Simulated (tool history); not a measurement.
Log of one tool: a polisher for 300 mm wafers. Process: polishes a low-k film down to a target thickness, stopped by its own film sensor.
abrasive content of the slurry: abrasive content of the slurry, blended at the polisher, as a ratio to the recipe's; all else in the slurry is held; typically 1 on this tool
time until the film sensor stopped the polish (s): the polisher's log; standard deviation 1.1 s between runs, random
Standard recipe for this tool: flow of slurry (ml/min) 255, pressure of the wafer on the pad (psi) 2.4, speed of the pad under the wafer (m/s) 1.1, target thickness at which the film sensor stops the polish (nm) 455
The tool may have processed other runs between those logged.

| run | hour | flow of slurry (ml/min) | pressure of the wafer on the pad (psi) | speed of the pad under the wafer (m/s) | abrasive content of the slurry | target thickness at which the film sensor stops the polish (nm) | incoming thickness of the incoming film, nm | time until the film sensor stopped the polish (s) |
|---|---|---|---|---|---|---|---|---|
| 1 | 0 | 255 | 2.4 | 1.1 | 1.2 | 455 | 505.1 | 75.8 |
|  | 76.8 | worn pad replaced by a new one |
|  | 95.2 | conditioning disc replaced and pad reconditioned |
|  | 98.6 | slurry blender recalibrated |
| 2 | 206 | 255 | 2.4 | 1.1 | 0.9 | 455 | 506.7 | 92.5 |
| 3 | 240.1 | 255 | 2.4 | 1.1 | 0.9 | 455 | 509.1 | 95.8 |
| 4 | 275.7 | 255 | 2.4 | 1.1 | 0.9 | 455 | 512.3 | 103 |
|  | 285.6 | worn pad replaced by a new one |
| 5 | 337.4 | 255 | 2.4 | 1.02 | 1 | 455 | 510.7 | 102.3 |
|  | 346.3 | slurry blender recalibrated |
| 6 | 390.5 | 255 | 2.4 | 1.02 | 1 | 455 | 516.3 | 109.8 |
| 7 | 452.9 | 255 | 2 | 1.1 | 1 | 455 | 516.6 | 122.1 |
|  | 495.6 | worn pad replaced by a new one |
| 8 | 505.9 | 255 | 2 | 1.1 | 1 | 455 | 516.6 | 124 |
|  | 551.8 | slurry nozzle cleaned |
|  | 593.9 | slurry blender recalibrated |
| 9 | 688.6 | 255 | 1.9 | 1.1 | 1 | 455 | 507.2 | 105.2 |
|  | 709.2 | head pressure recalibrated |
|  | 724.7 | worn pad replaced by a new one |
| 10 | 725.2 | 255 | 2.4 | 1.1 | 1 | 455 | 520.2 | 107.1 |
|  | 736 | conditioning disc replaced and pad reconditioned |
| 11 | 776.5 | 340 | 2.4 | 1.1 | 1.2 | 472 | 503.2 | 46.5 |
| 12 | 808.9 | 255 | 2.4 | 1.1 | 1.25 | 440 | 519.7 | 123.3 |
|  | 828.6 | slurry blender recalibrated |
| 13 | 876.6 | 255 | 1.8 | 1.1 | 1 | 455 | 519 | 138.3 |
| 14 | 902.5 | 255 | 2.4 | 0.72 | 0.75 | 455 | 511.5 | 151.5 |
|  | 916.6 | worn pad replaced by a new one |
| 15 | 946.8 | 300 | 2.6 | 1.28 | 1 | 465 | 511.9 | 67.4 |
| 16 | 998.5 | 225 | 3.1 | 0.92 | 1 | 455 | 510.7 | 87.7 |

Here are 4 independent what-if runs from the current tool condition. What would each one return?
| A | 998.9 | 255 | 2.8 | 1.1 | 1 | 455 | 510.1 | ? |
| B | 998.9 | 255 | 1.7 | 0.74 | 1 | 455 | 510.1 | ? |
| C | 998.9 | 255 | 2.4 | 1.22 | 1 | 455 | 510.1 | ? |
| D | 998.9 | 165 | 2.7 | 1.1 | 1 | 455 | 510.1 | ? |

| run | time until the film sensor stopped the polish (s) |
|---|---|
| A | 83.8 |
| B | 166.8 |
| C | 88 |
| D | 93.8 |
Without the tool's hidden state the same runs would have given:
| run | time until the film sensor stopped the polish (s) |
|---|---|
| A | 78.9 |
| B | 157 |
| C | 82.8 |
| D | 85.8 |

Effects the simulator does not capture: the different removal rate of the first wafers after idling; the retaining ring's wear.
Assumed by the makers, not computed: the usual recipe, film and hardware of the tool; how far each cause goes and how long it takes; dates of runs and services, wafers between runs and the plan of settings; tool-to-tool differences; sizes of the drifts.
